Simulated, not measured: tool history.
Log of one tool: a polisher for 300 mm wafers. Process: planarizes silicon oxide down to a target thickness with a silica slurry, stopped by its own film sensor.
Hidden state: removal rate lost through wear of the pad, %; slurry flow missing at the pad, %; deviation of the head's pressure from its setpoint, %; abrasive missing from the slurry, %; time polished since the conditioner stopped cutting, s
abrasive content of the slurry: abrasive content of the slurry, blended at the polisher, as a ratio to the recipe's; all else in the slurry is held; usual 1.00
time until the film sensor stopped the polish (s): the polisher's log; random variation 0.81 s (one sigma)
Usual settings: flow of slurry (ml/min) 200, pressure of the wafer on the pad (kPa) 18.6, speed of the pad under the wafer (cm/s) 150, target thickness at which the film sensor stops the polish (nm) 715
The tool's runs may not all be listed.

| run | day | flow of slurry (ml/min) | pressure of the wafer on the pad (kPa) | speed of the pad under the wafer (cm/s) | abrasive content of the slurry | target thickness at which the film sensor stops the polish (nm) | wafers since the last listed run | wafers polished on this pad | hours since the slurry nozzle was cleaned | hours since the head pressure was calibrated | hours since the slurry blender was calibrated | hours since the conditioning disc was replaced | incoming thickness of the incoming film, nm | time until the film sensor stopped the polish (s) |
|---|---|---|---|---|---|---|---|---|---|---|---|---|---|---|
| 1 | 0.000 | 200 | 18.6 | 150 | 1.00 | 715 | 0 | 54 | 298.0 | 403.4 | 275.5 | 258.1 | 971.5 | 67.2 |
|  | 1.421 | head pressure recalibrated |
|  | 2.850 | slurry nozzle cleaned |
|  | 7.667 | slurry blender recalibrated |
| 2 | 7.858 | 200 | 18.6 | 150 | 1.00 | 715 | 2042 | 2097 | 120.2 | 154.5 | 4.6 | 446.7 | 951.4 | 70.3 |
|  | 8.492 | conditioning disc replaced and pad reconditioned |
| 3 | 9.838 | 200 | 18.6 | 150 | 1.00 | 715 | 506 | 2603 | 167.7 | 202.0 | 52.1 | 32.3 | 941.8 | 68.3 |
| 4 | 12.396 | 200 | 18.6 | 150 | 1.00 | 715 | 683 | 3286 | 229.1 | 263.4 | 113.5 | 93.7 | 941.3 | 68.4 |
|  | 15.954 | worn pad replaced by a new one |
|  | 16.996 | head pressure recalibrated |
| 5 | 18.350 | 200 | 18.6 | 150 | 1.00 | 715 | 1523 | 617 | 372.0 | 32.5 | 256.4 | 236.6 | 955.2 | 69.2 |
| 6 | 19.542 | 200 | 22.8 | 150 | 1.00 | 715 | 318 | 936 | 400.6 | 61.1 | 285.0 | 265.2 | 961.2 | 59.6 |
|  | 22.279 | slurry nozzle cleaned |
| 7 | 22.300 | 200 | 22.8 | 150 | 1.00 | 715 | 725 | 1661 | 0.5 | 127.3 | 351.2 | 331.4 | 953.6 | 57.9 |
| 8 | 25.004 | 165 | 23.4 | 120 | 0.80 | 715 | 722 | 2383 | 65.4 | 192.2 | 416.1 | 396.3 | 945.0 | 70.1 |
|  | 25.817 | slurry blender recalibrated |
| 9 | 26.525 | 200 | 18.6 | 110 | 1.00 | 715 | 383 | 2767 | 101.9 | 228.7 | 17.0 | 432.8 | 939.4 | 79.6 |
|  | 28.121 | conditioning disc replaced and pad reconditioned |
| 10 | 28.829 | 165 | 18.6 | 128 | 0.90 | 687 | 593 | 3360 | 157.2 | 284.0 | 72.3 | 17.0 | 948.2 | 92.8 |
| 11 | 30.446 | 200 | 17.2 | 150 | 0.75 | 715 | 431 | 3792 | 196.0 | 322.8 | 111.1 | 55.8 | 952.6 | 89.9 |
|  | 31.950 | head pressure recalibrated |
| 12 | 32.883 | 170 | 16.5 | 174 | 1.10 | 715 | 628 | 4421 | 254.5 | 22.4 | 169.6 | 114.3 | 959.9 | 82.0 |
| 13 | 34.796 | 230 | 18.6 | 150 | 1.00 | 715 | 510 | 4931 | 300.4 | 68.3 | 215.5 | 160.2 | 955.0 | 79.3 |
|  | 35.533 | worn pad replaced by a new one |
| 14 | 36.204 | 200 | 18.6 | 150 | 0.80 | 737 | 331 | 178 | 334.2 | 102.1 | 249.3 | 194.0 | 961.9 | 73.8 |
| 15 | 39.021 | 200 | 18.6 | 150 | 0.85 | 715 | 752 | 930 | 401.8 | 169.7 | 316.9 | 261.6 | 956.0 | 76.5 |
| 16 | 40.529 | 200 | 18.6 | 150 | 1.00 | 715 | 402 | 1333 | 438.0 | 205.9 | 353.1 | 297.8 | 948.7 | 68.7 |
|  | 41.525 | slurry nozzle cleaned |
| 17 | 42.429 | 200 | 23.4 | 150 | 1.20 | 780 | 496 | 1829 | 21.7 | 251.5 | 398.7 | 343.4 | 935.6 | 33.6 |
|  | 43.600 | slurry blender recalibrated |
| 18 | 44.212 | 200 | 18.6 | 150 | 1.00 | 715 | 453 | 2283 | 64.5 | 294.3 | 14.7 | 386.2 | 955.8 | 70.6 |
|  | 45.412 | conditioning disc replaced and pad reconditioned |
| 19 | 47.017 | 220 | 18.6 | 128 | 1.00 | 715 | 726 | 3010 | 131.8 | 361.6 | 82.0 | 38.5 | 936.0 | 70.4 |
| 20 | 49.617 | 200 | 18.6 | 150 | 1.00 | 715 | 694 | 3704 | 194.2 | 424.0 | 144.4 | 100.9 | 945.8 | 67.1 |
|  | 49.850 | head pressure recalibrated |
|  | 51.429 | worn pad replaced by a new one |
| 21 | 51.996 | 160 | 18.6 | 150 | 1.15 | 715 | 568 | 151 | 251.3 | 51.5 | 201.5 | 158.0 | 958.9 | 70.0 |
| 22 | 54.817 | 200 | 21.4 | 150 | 1.00 | 765 | 753 | 904 | 319.0 | 119.2 | 269.2 | 225.7 | 959.0 | 51.1 |
| 23 | 57.221 | 180 | 13.8 | 120 | 1.00 | 748 | 641 | 1546 | 376.7 | 176.9 | 326.9 | 283.4 | 951.2 | 96.1 |
|  | 59.496 | slurry nozzle cleaned |
|  | 62.138 | conditioning disc replaced and pad reconditioned |
| 24 | 62.642 | 200 | 18.6 | 132 | 1.00 | 767 | 1414 | 2960 | 75.5 | 307.0 | 457.0 | 12.1 | 961.3 | 64.4 |
|  | 63.008 | slurry blender recalibrated |
| 25 | 64.367 | 200 | 24.1 | 150 | 1.00 | 715 | 438 | 3399 | 116.9 | 348.4 | 32.6 | 53.5 | 941.1 | 53.8 |

4 ways to go on from here, each from the tool as it stands after run 25. What would each give?
| A | 64.383 | 200 | 18.6 | 168 | 1.00 | 715 | 4 | 3403 | 117.3 | 348.8 | 33.0 | 53.9 | 955.6 | ? |
| B | 64.383 | 200 | 18.6 | 180 | 1.00 | 649 | 4 | 3403 | 117.3 | 348.8 | 33.0 | 53.9 | 955.6 | ? |
| C | 64.383 | 200 | 18.6 | 134 | 1.00 | 715 | 4 | 3403 | 117.3 | 348.8 | 33.0 | 53.9 | 955.6 | ? |
| D | 64.383 | 245 | 14.5 | 150 | 1.00 | 715 | 4 | 3403 | 117.3 | 348.8 | 33.0 | 53.9 | 955.6 | ? |

| run | time until the film sensor stopped the polish (s) |
|---|---|
| A | 69.7 |
| B | 85.2 |
| C | 79.1 |
| D | 93.6 |
Without the tool's hidden state the same runs would have given:
| run | time until the film sensor stopped the polish (s) |
|---|---|
| A | 65.9 |
| B | 80.6 |
| C | 74.7 |
| D | 88.5 |
